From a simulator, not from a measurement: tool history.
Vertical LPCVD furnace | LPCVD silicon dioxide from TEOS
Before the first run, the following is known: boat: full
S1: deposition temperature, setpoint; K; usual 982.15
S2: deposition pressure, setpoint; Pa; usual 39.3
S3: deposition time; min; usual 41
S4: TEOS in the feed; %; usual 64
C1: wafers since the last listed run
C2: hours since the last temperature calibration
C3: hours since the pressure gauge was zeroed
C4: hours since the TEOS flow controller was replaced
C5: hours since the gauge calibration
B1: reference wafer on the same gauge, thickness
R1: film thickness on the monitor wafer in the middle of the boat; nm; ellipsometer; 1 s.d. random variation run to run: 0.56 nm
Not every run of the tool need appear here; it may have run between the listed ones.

| run | hour | S1 | S2 | S3 | S4 | C1 | C2 | C3 | C4 | C5 | B1 | R1 |
|---|---|---|---|---|---|---|---|---|---|---|---|---|
| 1 | 0 | 982.15 | 39.3 | 41 | 64 | 0 | 2074.5 | 3687.3 | 2437 | 445.9 | 331.01 | 378.8 |
| 2 | 36.7 | 982.15 | 39.3 | 41 | 64 | 430 | 2111.2 | 3724 | 2473.7 | 482.6 | 331.12 | 378.95 |
| 3 | 95.5 | 982.15 | 39.3 | 41 | 64 | 689 | 2170 | 3782.8 | 2532.5 | 541.4 | 330.92 | 380.14 |
| 4 | 132.7 | 982.15 | 39.3 | 41 | 64 | 436 | 2207.2 | 3820 | 2569.7 | 578.6 | 330.9 | 379.53 |
| 5 | 189 | 982.15 | 44.7 | 41 | 64 | 660 | 2263.5 | 3876.3 | 2626 | 634.9 | 331.1 | 406.01 |
| 6 | 227.2 | 976.15 | 39.3 | 41 | 64 | 447 | 2301.7 | 3914.5 | 2664.2 | 673.1 | 330.87 | 331.04 |
| 7 | 262.3 | 976.15 | 39.3 | 41 | 64 | 411 | 2336.8 | 3949.6 | 2699.3 | 708.2 | 330.95 | 330.62 |
| 8 | 331.1 | 982.15 | 32 | 41 | 64 | 806 | 2405.6 | 4018.4 | 2768.1 | 777 | 331 | 340.15 |
| 9 | 389.5 | 982.15 | 32 | 41 | 64 | 684 | 2464 | 4076.8 | 2826.5 | 835.4 | 330.96 | 341.32 |
|  | 419.9 | gauge calibrated |
| 10 | 433.2 | 982.15 | 32 | 41 | 64 | 512 | 2507.7 | 4120.5 | 2870.2 | 13.3 | 330.83 | 341.52 |
| 11 | 465.5 | 982.15 | 39.3 | 41 | 64 | 378 | 2540 | 4152.8 | 2902.5 | 45.6 | 330.8 | 380.02 |
| 12 | 517.9 | 982.15 | 39.3 | 41 | 64 | 614 | 2592.4 | 4205.2 | 2954.9 | 98 | 331.03 | 379.41 |
|  | 647.4 | pressure gauge zeroed |
| 13 | 647.9 | 982.15 | 39.3 | 41 | 64 | 1242 | 2722.4 | 0.5 | 3084.9 | 228 | 331.09 | 388.96 |
| 14 | 683.5 | 989.15 | 39.3 | 34.5 | 53 | 417 | 2758 | 36.1 | 3120.5 | 263.6 | 331.04 | 349.17 |
| 15 | 731.9 | 982.15 | 39.3 | 41 | 64 | 567 | 2806.4 | 84.5 | 3168.9 | 312 | 331.08 | 389.4 |
| 16 | 774.9 | 982.15 | 39.3 | 41 | 64 | 504 | 2849.4 | 127.5 | 3211.9 | 355 | 330.92 | 390.4 |
|  | 808.7 | thermocouples replaced and temperature profile calibrated |
|  | 815.1 | TEOS flow controller replaced |
| 17 | 815.6 | 986.15 | 47.3 | 46 | 75 | 120 | 6.9 | 168.2 | 0.5 | 395.7 | 331.05 | 549.35 |
| 18 | 832.1 | 972.15 | 39.3 | 27 | 53 | 193 | 23.4 | 184.7 | 17 | 412.2 | 330.95 | 178.22 |

Predict the results of run 19:
| 19 | 903.1 | 982.15 | 32.7 | 41 | 56 | 832 | 94.4 | 255.7 | 88 | 483.2 | ? | ? |

B1: 330.89
R1: 321.08 nm
Take away the tool's hidden state, keep the run-to-run variation as it was, and the same run would have given R1 319.75 nm.
